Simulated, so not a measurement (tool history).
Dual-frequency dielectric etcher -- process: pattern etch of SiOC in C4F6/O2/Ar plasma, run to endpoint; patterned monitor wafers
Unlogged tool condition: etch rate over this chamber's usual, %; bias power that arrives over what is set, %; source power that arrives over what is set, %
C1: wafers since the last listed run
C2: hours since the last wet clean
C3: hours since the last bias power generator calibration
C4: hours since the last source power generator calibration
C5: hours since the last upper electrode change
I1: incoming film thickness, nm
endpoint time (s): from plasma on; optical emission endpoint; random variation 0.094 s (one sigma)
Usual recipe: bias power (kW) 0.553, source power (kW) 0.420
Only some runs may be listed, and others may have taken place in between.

{"run": 1, "hour": 0.0, "bias power (kW)": 0.553, "source power (kW)": 0.42, "C1": 0, "C2": 3.0, "C3": 637.6, "C4": 3563.2, "C5": 4508.9, "I1": 38.82, "endpoint time (s)": 11.7}
{"run": 2, "hour": 66.0, "bias power (kW)": 0.553, "source power (kW)": 0.42, "C1": 929, "C2": 69.0, "C3": 703.6, "C4": 3629.2, "C5": 4574.9, "I1": 38.31, "endpoint time (s)": 11.5}
{"run": 3, "hour": 111.8, "bias power (kW)": 0.553, "source power (kW)": 0.42, "C1": 645, "C2": 114.8, "C3": 749.4, "C4": 3675.0, "C5": 4620.7, "I1": 38.77, "endpoint time (s)": 11.7}
{"run": 4, "hour": 178.2, "bias power (kW)": 0.553, "source power (kW)": 0.42, "C1": 935, "C2": 181.2, "C3": 815.8, "C4": 3741.4, "C5": 4687.1, "I1": 39.05, "endpoint time (s)": 11.6}
{"run": 5, "hour": 215.7, "bias power (kW)": 0.553, "source power (kW)": 0.42, "C1": 528, "C2": 218.7, "C3": 853.3, "C4": 3778.9, "C5": 4724.6, "I1": 38.74, "endpoint time (s)": 11.7}
{"run": 6, "hour": 272.9, "bias power (kW)": 0.553, "source power (kW)": 0.42, "C1": 805, "C2": 275.9, "C3": 910.5, "C4": 3836.1, "C5": 4781.8, "I1": 38.73, "endpoint time (s)": 11.5}
{"run": 7, "hour": 342.9, "bias power (kW)": 0.553, "source power (kW)": 0.42, "C1": 986, "C2": 345.9, "C3": 980.5, "C4": 3906.1, "C5": 4851.8, "I1": 39.26, "endpoint time (s)": 11.7}
{"run": 8, "hour": 394.4, "bias power (kW)": 0.482, "source power (kW)": 0.47, "C1": 725, "C2": 397.4, "C3": 1032.0, "C4": 3957.6, "C5": 4903.3, "I1": 38.77, "endpoint time (s)": 11.5}
{"run": 9, "hour": 439.0, "bias power (kW)": 0.482, "source power (kW)": 0.47, "C1": 628, "C2": 442.0, "C3": 1076.6, "C4": 4002.2, "C5": 4947.9, "I1": 38.69, "endpoint time (s)": 11.6}
{"hour": 523.6, "done": "wet clean of the chamber"}
{"hour": 531.6, "done": "upper electrode replaced"}
{"run": 10, "hour": 532.1, "bias power (kW)": 0.482, "source power (kW)": 0.47, "C1": 860, "C2": 8.5, "C3": 1169.7, "C4": 4095.3, "C5": 0.5, "I1": 38.72, "endpoint time (s)": 12.8}
{"run": 11, "hour": 559.9, "bias power (kW)": 0.452, "source power (kW)": 0.42, "C1": 391, "C2": 36.3, "C3": 1197.5, "C4": 4123.1, "C5": 28.3, "I1": 38.64, "endpoint time (s)": 13.5}
{"run": 12, "hour": 587.0, "bias power (kW)": 0.452, "source power (kW)": 0.42, "C1": 381, "C2": 63.4, "C3": 1224.6, "C4": 4150.2, "C5": 55.4, "I1": 39.04, "endpoint time (s)": 13.8}
{"run": 13, "hour": 654.5, "bias power (kW)": 0.452, "source power (kW)": 0.42, "C1": 950, "C2": 130.9, "C3": 1292.1, "C4": 4217.7, "C5": 122.9, "I1": 38.8, "endpoint time (s)": 13.4}
{"run": 14, "hour": 713.2, "bias power (kW)": 0.651, "source power (kW)": 0.48, "C1": 826, "C2": 189.6, "C3": 1350.8, "C4": 4276.4, "C5": 181.6, "I1": 39.19, "endpoint time (s)": 11.5}
{"hour": 733.2, "done": "source power generator calibrated"}
{"run": 15, "hour": 746.6, "bias power (kW)": 0.651, "source power (kW)": 0.48, "C1": 414, "C2": 223.0, "C3": 1384.2, "C4": 13.4, "C5": 215.0, "I1": 38.76, "endpoint time (s)": 11.3}
{"hour": 772.3, "done": "wet clean of the chamber, repeated, since the last time left the tool worse"}
{"run": 16, "hour": 783.9, "bias power (kW)": 0.553, "source power (kW)": 0.46, "C1": 187, "C2": 11.6, "C3": 1421.5, "C4": 50.7, "C5": 252.3, "I1": 38.84, "endpoint time (s)": 11.5}
{"run": 17, "hour": 839.9, "bias power (kW)": 0.553, "source power (kW)": 0.46, "C1": 788, "C2": 67.6, "C3": 1477.5, "C4": 106.7, "C5": 308.3, "I1": 38.45, "endpoint time (s)": 11.3}
{"run": 18, "hour": 898.9, "bias power (kW)": 0.64, "source power (kW)": 0.5, "C1": 831, "C2": 126.6, "C3": 1536.5, "C4": 165.7, "C5": 367.3, "I1": 39.07, "endpoint time (s)": 10.7}
{"run": 19, "hour": 929.1, "bias power (kW)": 0.666, "source power (kW)": 0.38, "C1": 425, "C2": 156.8, "C3": 1566.7, "C4": 195.9, "C5": 397.5, "I1": 38.82, "endpoint time (s)": 11.1}
{"run": 20, "hour": 968.3, "bias power (kW)": 0.458, "source power (kW)": 0.5, "C1": 552, "C2": 196.0, "C3": 1605.9, "C4": 235.1, "C5": 436.7, "I1": 38.83, "endpoint time (s)": 11.7}
{"hour": 981.0, "done": "bias power generator calibrated"}
{"run": 21, "hour": 992.7, "bias power (kW)": 0.599, "source power (kW)": 0.48, "C1": 287, "C2": 220.4, "C3": 11.7, "C4": 259.5, "C5": 461.1, "I1": 38.82, "endpoint time (s)": 10.9}
{"run": 22, "hour": 1022.4, "bias power (kW)": 0.487, "source power (kW)": 0.51, "C1": 418, "C2": 250.1, "C3": 41.4, "C4": 289.2, "C5": 490.8, "I1": 39.24, "endpoint time (s)": 11.3}
{"run": 23, "hour": 1072.7, "bias power (kW)": 0.502, "source power (kW)": 0.39, "C1": 708, "C2": 300.4, "C3": 91.7, "C4": 339.5, "C5": 541.1, "I1": 38.89, "endpoint time (s)": 12.3}
{"run": 24, "hour": 1108.0, "bias power (kW)": 0.44, "source power (kW)": 0.42, "C1": 497, "C2": 335.7, "C3": 127.0, "C4": 374.8, "C5": 576.4, "I1": 39.05, "endpoint time (s)": 12.5}
{"run": 25, "hour": 1173.2, "bias power (kW)": 0.651, "source power (kW)": 0.48, "C1": 918, "C2": 400.9, "C3": 192.2, "C4": 440.0, "C5": 641.6, "I1": 38.92, "endpoint time (s)": 10.4}
{"run": 26, "hour": 1226.3, "bias power (kW)": 0.487, "source power (kW)": 0.51, "C1": 747, "C2": 454.0, "C3": 245.3, "C4": 493.1, "C5": 694.7, "I1": 39.43, "endpoint time (s)": 11.3}
{"run": 27, "hour": 1286.7, "bias power (kW)": 0.645, "source power (kW)": 0.48, "C1": 850, "C2": 514.4, "C3": 305.7, "C4": 553.5, "C5": 755.1, "I1": 39.09, "endpoint time (s)": 10.4}
{"run": 28, "hour": 1354.2, "bias power (kW)": 0.498, "source power (kW)": 0.37, "C1": 950, "C2": 581.9, "C3": 373.2, "C4": 621.0, "C5": 822.6, "I1": 38.74, "endpoint time (s)": 12.2}
{"run": 29, "hour": 1392.4, "bias power (kW)": 0.553, "source power (kW)": 0.42, "C1": 538, "C2": 620.1, "C3": 411.4, "C4": 659.2, "C5": 860.8, "I1": 39.43, "endpoint time (s)": 11.2}
{"hour": 1443.3, "done": "wet clean of the chamber"}
{"run": 30, "hour": 1453.1, "bias power (kW)": 0.594, "source power (kW)": 0.36, "C1": 516, "C2": 9.8, "C3": 472.1, "C4": 719.9, "C5": 921.5, "I1": 39.13, "endpoint time (s)": 12.3}
{"run": 31, "hour": 1482.1, "bias power (kW)": 0.454, "source power (kW)": 0.5, "C1": 408, "C2": 38.8, "C3": 501.1, "C4": 748.9, "C5": 950.5, "I1": 39.13, "endpoint time (s)": 11.9}
{"run": 32, "hour": 1540.2, "bias power (kW)": 0.65, "source power (kW)": 0.42, "C1": 818, "C2": 96.9, "C3": 559.2, "C4": 807.0, "C5": 1008.6, "I1": 39.34, "endpoint time (s)": 11.5}
{"run": 33, "hour": 1569.6, "bias power (kW)": 0.553, "source power (kW)": 0.42, "C1": 414, "C2": 126.3, "C3": 588.6, "C4": 836.4, "C5": 1038.0, "I1": 38.71, "endpoint time (s)": 11.8}
{"run": 34, "hour": 1593.7, "bias power (kW)": 0.449, "source power (kW)": 0.46, "C1": 339, "C2": 150.4, "C3": 612.7, "C4": 860.5, "C5": 1062.1, "I1": 38.92, "endpoint time (s)": 12.1}

Consider 4 possible next runs. They are alternatives, not a sequence: every one starts from the tool as it was left by run 34. What does each give?
{"run": "A", "hour": 1594.1, "bias power (kW)": 0.553, "source power (kW)": 0.42, "C1": 5, "C2": 150.8, "C3": 613.1, "C4": 860.9, "C5": 1062.5, "I1": 38.93, "endpoint time (s)": "?"}
{"run": "B", "hour": 1594.1, "bias power (kW)": 0.434, "source power (kW)": 0.42, "C1": 5, "C2": 150.8, "C3": 613.1, "C4": 860.9, "C5": 1062.5, "I1": 38.93, "endpoint time (s)": "?"}
{"run": "C", "hour": 1594.1, "bias power (kW)": 0.476, "source power (kW)": 0.38, "C1": 5, "C2": 150.8, "C3": 613.1, "C4": 860.9, "C5": 1062.5, "I1": 38.93, "endpoint time (s)": "?"}
{"run": "D", "hour": 1594.1, "bias power (kW)": 0.45, "source power (kW)": 0.47, "C1": 5, "C2": 150.8, "C3": 613.1, "C4": 860.9, "C5": 1062.5, "I1": 38.93, "endpoint time (s)": "?"}

run=A endpoint_time_(s)=11.9
run=B endpoint_time_(s)=12.9
run=C endpoint_time_(s)=12.9
run=D endpoint_time_(s)=12.3
Stripped of hidden state, with their random variation kept, the same runs would have yielded:
run=A endpoint_time_(s)=12.0
run=B endpoint_time_(s)=13.0
run=C endpoint_time_(s)=13.0
run=D endpoint_time_(s)=12.4

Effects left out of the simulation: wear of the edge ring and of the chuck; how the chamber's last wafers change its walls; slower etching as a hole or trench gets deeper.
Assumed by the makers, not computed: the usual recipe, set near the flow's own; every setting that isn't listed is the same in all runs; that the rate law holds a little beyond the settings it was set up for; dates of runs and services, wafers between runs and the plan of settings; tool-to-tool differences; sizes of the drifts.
